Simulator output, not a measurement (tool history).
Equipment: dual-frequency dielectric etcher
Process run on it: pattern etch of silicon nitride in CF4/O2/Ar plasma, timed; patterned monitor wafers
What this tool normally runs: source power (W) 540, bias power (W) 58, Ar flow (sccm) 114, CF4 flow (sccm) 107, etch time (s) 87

run   hour  source power (W)  bias power (W)  Ar flow (sccm)  CF4 flow (sccm)  etch time (s)  read-back reference wafer on the same gauge, depth_nm  mean etch depth across the wafer (nm)
  1      0               540              58             114              107             97                                                  168.9                                  179.9
  2   14.9               540              58             114              107             97                                                  168.9                                  179.2
  3   41.2               540              58             114              107             87                                                  168.9                                  160.7
  4   67.1               540              58             114              107             87                                                  169.3                                  161.7
  5   88.6               540              58             114              107             87                                                  169.3                                  161.5
     143.7  -- wet clean of the chamber
  6  148.2               540              58             114              107             87                                                  169.5                                  161.4
     182.6  -- source power generator calibrated
  7  183.5               540              58             114              107             87                                                  169.5                                  161.9
  8  209.4               540              58             114              107             87                                                  169.5                                  161.6
  9    227               540              58             114              107          107.5                                                  169.6                                  199.9
     246.7  -- CF4 flow controller replaced
     252.6  -- upper electrode replaced
     273.4  -- gauge calibrated
 10  312.8               540              58             114              107             87                                                  167.8                                  159.9
     339.9  -- bias power generator calibrated
 11  340.2               540              71             114              107          106.5                                                  167.9                                  215.8
 12  354.5               540              58             114              107             87                                                  168.3                                  160.8
     388.6  -- Ar flow controller replaced
 13  389.1               540              49              99               82             87                                                  168.7                                  145.4
 14  432.4               540              58             114              107            103                                                  168.8                                  190.9
 15  450.6               440              58             114              107             87                                                    169                                  131.9
 16  473.5               540              50             100               92           67.5                                                  169.1                                  116.2
 17  509.4               420              68             114              107             75                                                  169.3                                  116.8
 18  526.1               540              58             114              107             87                                                  169.3                                  161.6
 19  547.5               590              45             103              107          103.5                                                  169.4                                  188.4
 20  574.4               540              58             114              107             87                                                  169.4                                  161.4
 21  593.8               540              58             114              107             87                                                  169.6                                  161.7
 22  617.6               540              50             134              107             87                                                  169.6                                  148.3

Exercise: give the hidden state of the tool at every run:
etch rate over this chamber's usual, %: 0 across all the runs
source power that arrives over what is set, %: 0 across all the runs
bias power that arrives over what is set, %: 0 across all the runs
Ar flow that arrives over what is set, %: 0 across all the runs
CF4 flow that arrives over what is set, %: 0 across all the runs
H1: gauge reads high (%)
run     H1
  1   1.08
  2   1.15
  3   1.24
  4   1.32
  5   1.37
  6   1.48
  7   1.52
  8   1.55
  9   1.56
 10  0.386
 11  0.618
 12  0.722
 13   0.93
 14   1.12
 15   1.19
 16   1.26
 17   1.35
 18   1.38
 19   1.42
 20   1.46
 21   1.48
 22    1.5
